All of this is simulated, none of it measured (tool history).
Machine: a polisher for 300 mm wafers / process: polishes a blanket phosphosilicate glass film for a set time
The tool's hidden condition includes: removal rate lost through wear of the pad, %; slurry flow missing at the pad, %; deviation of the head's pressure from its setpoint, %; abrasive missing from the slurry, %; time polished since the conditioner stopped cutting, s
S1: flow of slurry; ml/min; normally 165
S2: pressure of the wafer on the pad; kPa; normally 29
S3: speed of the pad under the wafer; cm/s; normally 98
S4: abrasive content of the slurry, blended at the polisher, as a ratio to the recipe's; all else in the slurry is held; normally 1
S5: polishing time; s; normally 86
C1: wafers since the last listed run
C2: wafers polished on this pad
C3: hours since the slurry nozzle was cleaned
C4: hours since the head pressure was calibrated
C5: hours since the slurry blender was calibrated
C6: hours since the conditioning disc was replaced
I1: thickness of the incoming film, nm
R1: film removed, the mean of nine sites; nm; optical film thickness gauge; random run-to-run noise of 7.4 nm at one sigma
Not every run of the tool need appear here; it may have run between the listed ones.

| run | day | S1 | S2 | S3 | S4 | S5 | C1 | C2 | C3 | C4 | C5 | C6 | I1 | R1 |
|---|---|---|---|---|---|---|---|---|---|---|---|---|---|---|
| 1 | 0 | 165 | 29 | 98 | 1 | 86 | 0 | 765 | 303.8 | 278.5 | 177 | 33.4 | 4335.8 | 803 |
| 2 | 2.112 | 125 | 29 | 116 | 1 | 86 | 324 | 1089 | 354.5 | 329.2 | 227.7 | 84.1 | 4325.5 | 873.3 |
| 3 | 3.738 | 135 | 29 | 98 | 1.1 | 86 | 249 | 1339 | 393.5 | 368.2 | 266.7 | 123.1 | 4362.9 | 792 |
| 4 | 5.567 | 165 | 35.2 | 124 | 0.75 | 76 | 280 | 1620 | 437.4 | 412.1 | 310.6 | 167 | 4458.5 | 858.9 |
| 5 | 7.546 | 120 | 29 | 72 | 1.2 | 62 | 303 | 1924 | 484.9 | 459.6 | 358.1 | 214.5 | 4410.7 | 450.7 |
| 6 | 8.696 | 140 | 37.2 | 98 | 1 | 116 | 176 | 2100 | 512.5 | 487.2 | 385.7 | 242.1 | 4382.7 | 1180.4 |
| 7 | 10.233 | 165 | 29 | 98 | 1 | 98 | 236 | 2336 | 549.4 | 524.1 | 422.6 | 279 | 4380.8 | 875.2 |
|  | 11.35 | head pressure recalibrated |
| 8 | 12.433 | 195 | 22.8 | 68 | 1 | 70 | 325 | 2662 | 602.2 | 26 | 475.4 | 331.8 | 4409.6 | 415.5 |
|  | 12.921 | slurry blender recalibrated |
| 9 | 15.142 | 165 | 29 | 132 | 1 | 104 | 403 | 3065 | 667.2 | 91 | 53.3 | 396.8 | 4415.5 | 1139.9 |
| 10 | 16.479 | 165 | 29 | 98 | 1 | 86 | 205 | 3270 | 699.3 | 123.1 | 85.4 | 428.9 | 4440.9 | 743.3 |
|  | 17.067 | worn pad replaced by a new one |
| 11 | 19.104 | 165 | 29 | 98 | 1 | 86 | 377 | 313 | 762.3 | 186.1 | 148.4 | 491.9 | 4455 | 770.7 |
|  | 19.583 | conditioning disc replaced and pad reconditioned |
|  | 20.292 | slurry nozzle cleaned |
| 12 | 21.142 | 165 | 29 | 98 | 1 | 111 | 293 | 606 | 20.4 | 235 | 197.3 | 37.4 | 4391.4 | 1028.7 |
| 13 | 22.162 | 165 | 37.2 | 118 | 1 | 86 | 156 | 763 | 44.9 | 259.5 | 221.8 | 61.9 | 4400.2 | 1092.5 |
| 14 | 23.225 | 165 | 29 | 98 | 1 | 86 | 163 | 926 | 70.4 | 285 | 247.3 | 87.4 | 4485.4 | 816.1 |
| 15 | 26.133 | 165 | 19.3 | 98 | 1 | 86 | 446 | 1373 | 140.2 | 354.8 | 317.1 | 157.2 | 4439 | 637.5 |
| 16 | 28.346 | 165 | 25.5 | 98 | 1.25 | 86 | 339 | 1713 | 193.3 | 407.9 | 370.2 | 210.3 | 4343.4 | 779.8 |
|  | 30.242 | head pressure recalibrated |
|  | 30.967 | slurry blender recalibrated |
| 17 | 31.329 | 165 | 29 | 98 | 0.7 | 86 | 432 | 2145 | 264.9 | 26.1 | 8.7 | 281.9 | 4360.6 | 691.3 |
| 18 | 34.029 | 165 | 29 | 98 | 1 | 86 | 414 | 2560 | 329.7 | 90.9 | 73.5 | 346.7 | 4399.7 | 776.8 |
| 19 | 36.429 | 190 | 35.9 | 126 | 1 | 86 | 368 | 2929 | 387.3 | 148.5 | 131.1 | 404.3 | 4358.2 | 1037.2 |
|  | 38.071 | worn pad replaced by a new one |
|  | 42.854 | conditioning disc replaced and pad reconditioned |
| 20 | 45.429 | 165 | 29 | 98 | 1.1 | 95 | 1343 | 1117 | 603.3 | 364.5 | 347.1 | 61.8 | 4397.7 | 914.5 |
| 21 | 47.571 | 165 | 29 | 98 | 1.25 | 86 | 328 | 1446 | 654.7 | 415.9 | 398.5 | 113.2 | 4479.3 | 838.7 |
|  | 47.833 | slurry nozzle cleaned |
|  | 49.546 | slurry blender recalibrated |
| 22 | 50.325 | 165 | 33.1 | 120 | 1 | 95 | 403 | 1849 | 59.8 | 482 | 18.7 | 179.3 | 4336 | 1095.8 |
| 23 | 51.688 | 165 | 29 | 98 | 1 | 86 | 209 | 2059 | 92.5 | 514.7 | 51.4 | 212 | 4368.1 | 777.2 |
|  | 52.342 | head pressure recalibrated |
| 24 | 54.575 | 125 | 33.1 | 84 | 0.8 | 86 | 430 | 2489 | 161.8 | 53.6 | 120.7 | 281.3 | 4385.4 | 658.1 |
| 25 | 56.567 | 165 | 29 | 98 | 1 | 86 | 305 | 2795 | 209.6 | 101.4 | 168.5 | 329.1 | 4338.1 | 776.6 |
| 26 | 58.388 | 165 | 29 | 98 | 1.2 | 86 | 279 | 3075 | 253.3 | 145.1 | 212.2 | 372.8 | 4368.5 | 810 |

Forecast each of these 3 alternatives for the next run:
| A | 58.408 | 165 | 29 | 68 | 1 | 86 | 3 | 3078 | 253.8 | 145.6 | 212.7 | 373.3 | 4425.8 | ? |
| B | 58.408 | 145 | 29 | 98 | 1.25 | 86 | 3 | 3078 | 253.8 | 145.6 | 212.7 | 373.3 | 4425.8 | ? |
| C | 58.408 | 165 | 31.7 | 68 | 0.8 | 86 | 3 | 3078 | 253.8 | 145.6 | 212.7 | 373.3 | 4425.8 | ? |

| run | R1 |
|---|---|
| A | 568 |
| B | 798.7 |
| C | 556 |
Without the tool's unlogged condition, the same runs would have read:
| run | R1 |
|---|---|
| A | 612.2 |
| B | 869 |
| C | 599.9 |
